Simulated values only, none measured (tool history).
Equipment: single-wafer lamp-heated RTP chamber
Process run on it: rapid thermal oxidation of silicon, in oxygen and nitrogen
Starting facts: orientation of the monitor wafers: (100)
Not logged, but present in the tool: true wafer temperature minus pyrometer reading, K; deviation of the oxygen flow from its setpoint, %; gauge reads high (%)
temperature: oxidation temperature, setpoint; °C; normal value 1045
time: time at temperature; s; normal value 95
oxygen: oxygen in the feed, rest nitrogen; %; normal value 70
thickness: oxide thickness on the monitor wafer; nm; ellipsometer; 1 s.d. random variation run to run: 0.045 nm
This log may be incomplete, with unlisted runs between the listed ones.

run	hour	temperature	time	oxygen	wafers since the last listed run	wafers since the last pyrometer calibration	hours since the oxygen flow controller was replaced	hours since the gauge calibration	read-back reference wafer on the same gauge, thickness	thickness
1	0	1045	95	70	0	6466	1250.3	18.6	8.865	8.863
# hour 30.9: pyrometer window cleaned and pyrometer calibrated
2	50.9	1045	95	70	570	266	1301.2	69.5	8.855	8.489
3	88.2	1045	95	70	495	762	1338.5	106.8	8.861	8.613
4	159.8	1045	95	70	951	1713	1410.1	178.4	8.862	8.466
5	224.6	1066	95	83	861	2574	1474.9	243.2	8.843	10.561
6	258.5	1066	95	83	450	3025	1508.8	277.1	8.849	10.661
7	304.5	1066	95	83	611	3636	1554.8	323.1	8.886	10.625
8	366.7	1045	121	70	826	4463	1617	385.3	8.856	9.673
9	421.4	1045	95	70	727	5190	1671.7	440	8.874	8.686
10	464.9	1045	95	70	578	5768	1715.2	483.5	8.868	8.808
11	505.2	1045	95	70	535	6304	1755.5	523.8	8.853	8.834
12	530.3	1045	95	70	333	6638	1780.6	548.9	8.873	8.87
13	570.5	1045	95	70	534	7172	1820.8	589.1	8.86	8.931
# hour 617.7: pyrometer window cleaned and pyrometer calibrated
14	624.2	1045	108	88	607	86	1874.5	642.8	8.871	9.871
15	650.2	1025	95	70	345	431	1900.5	668.8	8.849	7.39
16	703.4	1058	120	82	707	1138	1953.7	722	8.855	11.04
17	743.1	1057	118	94	527	1666	1993.4	761.7	8.857	11.337
# hour 762: gauge calibrated
18	798.9	1027	82	82	741	2408	2049.2	36.9	8.852	7.506
# hour 819.8: oxygen flow controller replaced
19	857.8	1045	95	53	676	3084	38	95.8	8.848	7.803
20	916.2	1045	95	70	776	3860	96.4	154.2	8.86	8.669
21	969.9	1045	95	70	713	4574	150.1	207.9	8.877	8.805
22	1007.4	1045	95	98	498	5072	187.6	245.4	8.866	9.87
23	1078	1045	95	70	938	6011	258.2	316	8.852	8.971
24	1118.6	1045	72	88	539	6550	298.8	356.6	8.861	8.462
# hour 1157.4: pyrometer window cleaned and pyrometer calibrated
25	1157.9	1045	95	70	416	6	338.1	395.9	8.845	8.502

The next listed run, before its measurement:
26	1222.9	1045	95	70	863	870	403.1	460.9	?	?

read-back reference wafer on the same gauge, thickness: 8.858
thickness: 8.5 nm
With no hidden state in the tool, this same run would have given thickness 8.467 nm.
